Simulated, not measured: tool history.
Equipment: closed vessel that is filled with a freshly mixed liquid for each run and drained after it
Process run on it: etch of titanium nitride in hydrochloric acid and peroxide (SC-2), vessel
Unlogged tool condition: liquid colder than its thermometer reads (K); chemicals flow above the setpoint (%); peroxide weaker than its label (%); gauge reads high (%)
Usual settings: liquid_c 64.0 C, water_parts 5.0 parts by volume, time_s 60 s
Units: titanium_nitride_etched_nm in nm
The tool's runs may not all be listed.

| run | day | liquid_c | water_parts | time_s | wafers since the last listed run | hours since the thermometer was replaced | hours since the chemicals flow meter was replaced | hours since the drum of peroxide was connected | hours since the gauge calibration | read-back film thickness of the titanium nitride reference wafer, read on the same gauge (nm) | titanium_nitride_etched_nm |
|---|---|---|---|---|---|---|---|---|---|---|---|
| 1 | 0.000 | 64.0 | 4.0 | 60 | 0 | 2288.0 | 1265.0 | 266.8 | 133.4 | 100.02 | 11.02 |
| 2 | 0.596 | 64.0 | 5.0 | 80 | 1227 | 2302.3 | 1279.3 | 281.1 | 147.7 | 99.97 | 12.63 |
| 3 | 1.250 | 64.0 | 5.0 | 80 | 1347 | 2318.0 | 1295.0 | 296.8 | 163.4 | 99.99 | 12.78 |
| 4 | 1.608 | 64.0 | 5.0 | 80 | 737 | 2326.6 | 1303.6 | 305.4 | 172.0 | 100.00 | 12.76 |
| 5 | 2.062 | 64.0 | 5.0 | 60 | 935 | 2337.5 | 1314.5 | 316.3 | 182.9 | 99.98 | 9.59 |
| 6 | 2.742 | 64.0 | 5.0 | 60 | 1398 | 2353.8 | 1330.8 | 332.6 | 199.2 | 100.02 | 9.48 |
|  | 3.342 | thermometer replaced |
| 7 | 3.438 | 64.0 | 5.0 | 60 | 1347 | 2.3 | 1347.5 | 349.3 | 215.9 | 100.03 | 9.55 |
|  | 3.458 | gauge calibrated |
| 8 | 3.854 | 64.0 | 5.0 | 60 | 858 | 12.3 | 1357.5 | 359.3 | 9.5 | 100.03 | 9.61 |
| 9 | 4.250 | 64.0 | 5.0 | 60 | 815 | 21.8 | 1367.0 | 368.8 | 19.0 | 99.97 | 9.52 |
|  | 4.762 | chemicals flow meter replaced |
| 10 | 5.004 | 64.0 | 5.0 | 60 | 1467 | 39.9 | 5.8 | 386.9 | 37.1 | 100.00 | 8.92 |
| 11 | 5.338 | 69.0 | 5.0 | 60 | 686 | 47.9 | 13.8 | 394.9 | 45.1 | 99.99 | 12.04 |
| 12 | 5.992 | 64.0 | 6.0 | 60 | 1347 | 63.6 | 29.5 | 410.6 | 60.8 | 99.99 | 7.85 |
| 13 | 6.583 | 64.0 | 5.0 | 60 | 1218 | 77.8 | 43.7 | 424.8 | 75.0 | 100.00 | 8.91 |
| 14 | 6.958 | 54.5 | 6.0 | 35 | 772 | 86.8 | 52.7 | 433.8 | 84.0 | 100.00 | 2.52 |
| 15 | 7.317 | 64.0 | 5.0 | 60 | 737 | 95.4 | 61.3 | 442.4 | 92.6 | 99.99 | 8.94 |
|  | 7.488 | new drum of peroxide connected |
| 16 | 7.796 | 72.0 | 5.5 | 60 | 901 | 106.9 | 72.8 | 7.4 | 104.1 | 99.99 | 13.44 |
| 17 | 8.158 | 69.0 | 5.0 | 60 | 746 | 115.6 | 81.5 | 16.1 | 112.8 | 100.00 | 12.19 |
| 18 | 8.525 | 56.5 | 5.0 | 60 | 755 | 124.4 | 90.3 | 24.9 | 121.6 | 99.99 | 5.62 |
| 19 | 9.175 | 72.0 | 5.0 | 40 | 1338 | 140.0 | 105.9 | 40.5 | 137.2 | 99.97 | 9.64 |
| 20 | 9.858 | 55.5 | 5.0 | 75 | 1407 | 156.4 | 122.3 | 56.9 | 153.6 | 99.99 | 6.57 |
| 21 | 10.521 | 70.5 | 5.0 | 60 | 1364 | 172.3 | 138.2 | 72.8 | 169.5 | 100.01 | 13.37 |

The same runs without the tool's hidden state, with the same run-to-run variation:
| run | titanium_nitride_etched_nm |
|---|---|
| 1 | 10.30 |
| 2 | 11.73 |
| 3 | 11.86 |
| 4 | 11.84 |
| 5 | 8.89 |
| 6 | 8.79 |
| 7 | 8.84 |
| 8 | 8.89 |
| 9 | 8.80 |
| 10 | 8.84 |
| 11 | 11.93 |
| 12 | 7.76 |
| 13 | 8.81 |
| 14 | 2.49 |
| 15 | 8.83 |
| 16 | 13.27 |
| 17 | 12.03 |
| 18 | 5.55 |
| 19 | 9.50 |
| 20 | 6.47 |
| 21 | 13.15 |
